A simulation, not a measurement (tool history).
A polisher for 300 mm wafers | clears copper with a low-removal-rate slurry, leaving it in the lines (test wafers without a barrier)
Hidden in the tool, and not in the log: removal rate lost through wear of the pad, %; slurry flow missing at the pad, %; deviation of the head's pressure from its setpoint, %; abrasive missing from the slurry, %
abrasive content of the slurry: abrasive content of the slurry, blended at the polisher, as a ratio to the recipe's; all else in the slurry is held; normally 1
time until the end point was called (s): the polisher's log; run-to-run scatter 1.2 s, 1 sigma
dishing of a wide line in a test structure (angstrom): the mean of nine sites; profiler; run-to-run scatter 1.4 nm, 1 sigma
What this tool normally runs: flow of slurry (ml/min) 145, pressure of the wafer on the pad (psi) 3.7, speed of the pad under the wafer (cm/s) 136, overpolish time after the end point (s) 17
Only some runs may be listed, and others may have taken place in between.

run,hour,flow of slurry (ml/min),pressure of the wafer on the pad (psi),speed of the pad under the wafer (cm/s),abrasive content of the slurry,overpolish time after the end point (s),wafers since the last listed run,wafers polished on this pad,hours since the slurry nozzle was cleaned,hours since the head pressure was calibrated,hours since the slurry blender was calibrated,"incoming thickness of the incoming film, nm",time until the end point was called (s),dishing of a wide line in a test structure (angstrom)
1,0,145,3.7,136,1,17,0,190,222.6,591.6,44.9,479.8,82.7,549
2,18.5,145,3.7,136,1,17,200,390,241.1,610.1,63.4,470.6,76.6,554
3,48.5,145,3.7,136,1,17,324,715,271.1,640.1,93.4,470.6,78.3,563
4,73,145,3.7,136,1,17,265,980,295.6,664.6,117.9,470.5,78.9,540
5,92.5,145,3.7,136,1,17,210,1191,315.1,684.1,137.4,474.9,79.6,566
6,110.5,145,3.7,136,1,17,194,1386,333.1,702.1,155.4,475.9,83,560
7,127.9,145,3.7,136,1,17,188,1574,350.5,719.5,172.8,465.1,78.4,550
8,157.9,145,3.7,136,1,17,324,1898,380.5,749.5,202.8,474.7,83.1,533
# hour 159.9: slurry nozzle cleaned
# hour 180.5: worn pad replaced by a new one, repeated, since the last time left the tool worse
9,180.9,145,3.7,136,1,17,194,4,21,772.5,225.8,478.3,71.7,594
10,203.7,145,3.7,136,1,17,246,251,43.8,795.3,248.6,467.9,70.3,630
11,221.9,145,3.7,136,1,17,196,448,62,813.5,266.8,475.6,72.5,605
12,257.3,145,3.7,136,1,17,382,831,97.4,848.9,302.2,472.8,71.2,613
13,288.8,145,3.7,136,1,17,340,1171,128.9,880.4,333.7,470.4,73.7,606
14,305.2,145,3.7,104,1,17,177,1349,145.3,896.8,350.1,476,98.8,504
15,321.7,145,4.4,164,1,17,178,1527,161.8,913.3,366.6,471.6,52.4,775
# hour 325.7: worn pad replaced by a new one
16,337.9,170,4.3,178,1,26,131,131,178,929.5,382.8,474.6,46.3,1087
# hour 361.3: slurry blender recalibrated
17,366,105,4.8,104,1,11,282,413,206.1,957.6,4.7,475.1,79.3,388
18,399.6,145,4.9,102,1.15,17,363,777,239.7,991.2,38.3,471.4,72.9,583
19,416.3,145,3.7,136,1,17,180,957,256.4,1007.9,55,481,72.3,623
# hour 421.6: head pressure recalibrated
20,435.4,130,3.7,136,0.75,17,184,1142,275.5,13.8,74.1,471.9,76.9,606
21,458.4,145,3,136,1,17,248,1391,298.5,36.8,97.1,479.6,88.6,489
# hour 479.4: worn pad replaced by a new one
# hour 480.6: slurry nozzle cleaned
22,492.9,145,3.3,136,1.2,17,319,134,12.3,71.3,131.6,472.2,75.4,582
23,517.6,145,3.7,136,1.2,17,267,401,37,96,156.3,480.8,71.8,628
24,545.3,175,3.3,102,0.9,17,299,701,64.7,123.7,184,478.6,105.9,458
25,578.9,145,3.7,104,1,17,363,1064,98.3,157.3,217.6,474.1,97,497
26,605,145,3.7,94,1,24,282,1347,124.4,183.4,243.7,482.2,105.8,593
# hour 630: worn pad replaced by a new one
27,630.5,145,3.7,136,1,17,232,5,149.9,208.9,269.2,476.8,71.3,612
28,659.1,145,3.7,136,0.85,9,309,315,178.5,237.5,297.8,474.6,71.9,359

4 options for the next run, each taken on its own from the tool as it stands now. Forecast them:
A,659.6,145,4.9,136,1,17,5,320,179,238,298.3,478,?,?
B,659.6,145,3.7,136,0.85,17,5,320,179,238,298.3,478,?,?
C,659.6,95,3.3,136,0.85,23,5,320,179,238,298.3,478,?,?
D,659.6,145,3.7,136,1.3,17,5,320,179,238,298.3,478,?,?

run,time until the end point was called (s),dishing of a wide line in a test structure (angstrom)
A,54.8,708
B,71.5,574
C,86.6,619
D,67.6,598
With no hidden state in the tool, these same runs would have given:
run,time until the end point was called (s),dishing of a wide line in a test structure (angstrom)
A,54.7,709
B,71.3,575
C,86.4,620
D,67.5,599
